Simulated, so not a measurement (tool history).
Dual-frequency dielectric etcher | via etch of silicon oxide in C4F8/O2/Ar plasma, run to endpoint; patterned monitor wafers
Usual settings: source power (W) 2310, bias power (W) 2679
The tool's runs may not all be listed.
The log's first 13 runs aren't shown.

run	hour	source power (W)	bias power (W)	wafers since the last listed run	hours since the last wet clean	hours since the last source power generator calibration	hours since the last bias power generator calibration	hours since the last upper electrode change	incoming incoming film thickness, nm	endpoint time (s)
# hour 196.7: bias power generator calibrated
14	233.9	2570	2450	134	125	164.5	37.2	70.3	1170.7	198.8
15	249.7	2140	2478	43	140.8	180.3	53	86.1	1180.2	227.3
16	265	2040	2679	41	156.1	195.6	68.3	101.4	1178.6	226.4
17	278.9	2310	2679	38	170	209.5	82.2	115.3	1170.2	205.9
18	287.8	2010	2076	24	178.9	218.4	91.1	124.2	1168.1	250.7
19	300.5	2310	2679	34	191.6	231.1	103.8	136.9	1186.3	209.6
20	307.3	1770	2121	18	198.4	237.9	110.6	143.7	1182.6	277.8
21	319.1	2480	2903	32	210.2	249.7	122.4	155.5	1179.7	193
22	332.7	2670	3236	37	223.8	263.3	136	169.1	1167.4	175.2
23	339.5	2310	2226	18	230.6	270.1	142.8	175.9	1180.6	226.8
24	372	1810	3202	88	263.1	302.6	175.3	208.4	1170.6	224.9
25	380.5	2310	2679	23	271.6	311.1	183.8	216.9	1170.8	207.6
26	395	2480	2903	39	286.1	325.6	198.3	231.4	1180.4	192.6
27	406.2	2310	2948	30	297.3	336.8	209.5	242.6	1182.1	200
28	422.2	2550	2679	43	313.3	352.8	225.5	258.6	1168.1	196.5
29	430.2	1850	2467	21	321.3	360.8	233.5	266.6	1176.8	250.6
30	437.8	2310	2679	20	328.9	368.4	241.1	274.2	1178	210.6
31	455.8	2310	2679	49	346.9	386.4	259.1	292.2	1186.1	208.2
32	471	1950	2992	41	362.1	401.6	274.3	307.4	1177.7	221
33	486.9	2310	2679	43	378	417.5	290.2	323.3	1185.7	210.1
34	494.5	2620	3201	20	385.6	425.1	297.8	330.9	1173.7	177.5

Forecast each of these 5 alternatives for the next run:
A	495	2310	2679	1	386.1	425.6	298.3	331.4	1167.5	?
B	495	1790	3276	1	386.1	425.6	298.3	331.4	1167.5	?
C	495	2310	3072	1	386.1	425.6	298.3	331.4	1167.5	?
D	495	2470	3239	1	386.1	425.6	298.3	331.4	1167.5	?
E	495	1840	2499	1	386.1	425.6	298.3	331.4	1167.5	?

run	endpoint time (s)
A	206.4
B	225.1
C	194.6
D	182.7
E	248.5
Without the tool's hidden state the same runs would have given:
run	endpoint time (s)
A	206.4
B	225.1
C	194.6
D	182.7
E	248.5
